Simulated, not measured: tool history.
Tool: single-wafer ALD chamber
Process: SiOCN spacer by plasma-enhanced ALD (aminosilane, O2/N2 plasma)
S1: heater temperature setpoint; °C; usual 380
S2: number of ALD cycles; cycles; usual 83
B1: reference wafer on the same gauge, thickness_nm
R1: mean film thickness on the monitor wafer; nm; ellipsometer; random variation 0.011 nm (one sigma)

Run 1, hour 0: usual settings but S2 94 cycles; B1 4.596. Result: R1 5.129 nm.
Run 2, hour 42: usual settings; B1 4.601. Result: R1 4.552 nm.
Run 3, hour 256.1: usual settings; B1 4.597. Result: R1 4.555 nm.
Run 4, hour 292.2: usual settings; B1 4.603. Result: R1 4.529 nm.
Run 5, hour 356.1: usual settings but S1 373 °C, S2 90 cycles; B1 4.599. Result: R1 4.94 nm.
Run 6, hour 396.5: usual settings but S1 373 °C, S2 90 cycles; B1 4.593. Result: R1 4.92 nm.
Run 7, hour 428.7: usual settings; B1 4.601. Result: R1 4.541 nm.
Run 8, hour 457.7: usual settings; B1 4.6. Result: R1 4.556 nm.
Run 9, hour 517.7: usual settings but S1 374 °C, S2 89 cycles; B1 4.598. Result: R1 4.857 nm.
Run 10, hour 582.3: usual settings but S1 376 °C, S2 73 cycles; B1 4.6. Result: R1 3.995 nm.
At hour 585.4: gauge calibrated.
At hour 652.4: thermocouple changed; heater temperature recalibrated.
Run 11, hour 652.9: usual settings but S1 391 °C, S2 74 cycles; B1 4.601. Result: R1 4.051 nm.
Run 12, hour 690.1: usual settings but S1 392 °C, S2 67 cycles; B1 4.598. Result: R1 3.659 nm.
Run 13, hour 747.1: usual settings; B1 4.599. Result: R1 4.53 nm.
Run 14, hour 782: usual settings; B1 4.598. Result: R1 4.53 nm.
Run 15, hour 846.7: usual settings but S1 374 °C, S2 71 cycles; B1 4.6. Result: R1 3.875 nm.
Run 16, hour 891.9: usual settings but S1 371 °C, S2 89 cycles; B1 4.598. Result: R1 4.882 nm.
Run 17, hour 938.6: usual settings; B1 4.6. Result: R1 4.523 nm.

4 ways to go on from here, each from the tool as it stands after run 17. What would each give?
Run A, hour 939.2: usual settings; B1 ?. Result: R1 ?.
Run B, hour 939.2: usual settings but S1 371 °C; B1 ?. Result: R1 ?.
Run C, hour 939.2: usual settings but S1 374 °C, S2 99 cycles; B1 ?. Result: R1 ?.
Run D, hour 939.2: usual settings but S2 74 cycles; B1 ?. Result: R1 ?.

run     B1     R1
  A  4.604  4.542
  B  4.604  4.542
  C  4.604  5.418
  D  4.604   4.05
Without the tool's hidden state the same runs would have given:
run     R1
  A  4.542
  B  4.542
  C  5.418
  D   4.05
